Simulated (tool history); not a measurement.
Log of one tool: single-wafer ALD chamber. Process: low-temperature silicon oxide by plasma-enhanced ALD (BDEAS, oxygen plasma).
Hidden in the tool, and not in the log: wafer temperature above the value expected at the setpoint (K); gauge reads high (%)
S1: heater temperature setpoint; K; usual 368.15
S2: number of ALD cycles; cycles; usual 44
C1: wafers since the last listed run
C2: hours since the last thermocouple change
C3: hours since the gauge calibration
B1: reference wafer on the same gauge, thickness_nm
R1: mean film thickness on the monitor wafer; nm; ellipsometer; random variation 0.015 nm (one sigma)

| run | day | S1 | S2 | C1 | C2 | C3 | B1 | R1 |
|---|---|---|---|---|---|---|---|---|
| 1 | 0.000 | 371.15 | 44 | 0 | 1404.3 | 326.7 | 6.268 | 6.181 |
| 2 | 1.721 | 371.15 | 44 | 365 | 1445.6 | 368.0 | 6.276 | 6.222 |
| 3 | 4.000 | 368.15 | 46 | 484 | 1500.3 | 422.7 | 6.272 | 6.547 |
| 4 | 5.021 | 360.15 | 42 | 216 | 1524.8 | 447.2 | 6.270 | 6.113 |
| 5 | 6.308 | 360.15 | 42 | 273 | 1555.7 | 478.1 | 6.270 | 6.113 |
| 6 | 8.025 | 368.15 | 50 | 364 | 1596.9 | 519.3 | 6.266 | 7.102 |
| 7 | 10.383 | 368.15 | 50 | 500 | 1653.5 | 575.9 | 6.278 | 7.093 |
| 8 | 11.633 | 368.15 | 50 | 265 | 1683.5 | 605.9 | 6.263 | 7.114 |
| 9 | 13.262 | 380.15 | 44 | 346 | 1722.6 | 645.0 | 6.263 | 6.018 |
| 10 | 14.850 | 380.15 | 44 | 337 | 1760.7 | 683.1 | 6.278 | 6.030 |
| 11 | 16.550 | 380.15 | 44 | 361 | 1801.5 | 723.9 | 6.273 | 6.031 |
| 12 | 19.067 | 368.15 | 44 | 534 | 1861.9 | 784.3 | 6.265 | 6.261 |
| 13 | 21.962 | 368.15 | 38 | 615 | 1931.4 | 853.8 | 6.267 | 5.412 |
|  | 22.950 | gauge calibrated |
| 14 | 23.108 | 368.15 | 51 | 243 | 1958.9 | 3.8 | 6.268 | 7.238 |
|  | 26.346 | thermocouple changed; heater temperature recalibrated |
| 15 | 28.517 | 375.15 | 40 | 1077 | 52.1 | 133.6 | 6.264 | 5.471 |
| 16 | 29.812 | 380.15 | 44 | 275 | 83.2 | 164.7 | 6.264 | 5.958 |
| 17 | 32.054 | 368.15 | 41 | 476 | 137.0 | 218.5 | 6.271 | 5.752 |
| 18 | 34.571 | 368.15 | 44 | 534 | 197.4 | 278.9 | 6.273 | 6.167 |
| 19 | 36.679 | 368.15 | 44 | 447 | 248.0 | 329.5 | 6.270 | 6.193 |
| 20 | 38.233 | 371.15 | 44 | 330 | 285.3 | 366.8 | 6.267 | 6.138 |
| 21 | 40.942 | 368.15 | 39 | 575 | 350.3 | 431.8 | 6.275 | 5.468 |
| 22 | 42.162 | 353.15 | 44 | 259 | 379.6 | 461.1 | 6.270 | 6.497 |
| 23 | 44.392 | 373.15 | 44 | 473 | 433.1 | 514.6 | 6.265 | 6.062 |
| 24 | 46.496 | 377.15 | 51 | 446 | 483.6 | 565.1 | 6.262 | 6.996 |

Forecast each of these 3 alternatives for the next run:
| A | 46.517 | 356.15 | 44 | 4 | 484.1 | 565.6 | ? | ? |
| B | 46.517 | 362.15 | 37 | 4 | 484.1 | 565.6 | ? | ? |
| C | 46.517 | 378.15 | 44 | 4 | 484.1 | 565.6 | ? | ? |

| run | B1 | R1 |
|---|---|---|
| A | 6.273 | 6.443 |
| B | 6.273 | 5.321 |
| C | 6.273 | 6.034 |
Without the tool's hidden state the same runs would have given:
| run | R1 |
|---|---|
| A | 6.389 |
| B | 5.275 |
| C | 6.007 |

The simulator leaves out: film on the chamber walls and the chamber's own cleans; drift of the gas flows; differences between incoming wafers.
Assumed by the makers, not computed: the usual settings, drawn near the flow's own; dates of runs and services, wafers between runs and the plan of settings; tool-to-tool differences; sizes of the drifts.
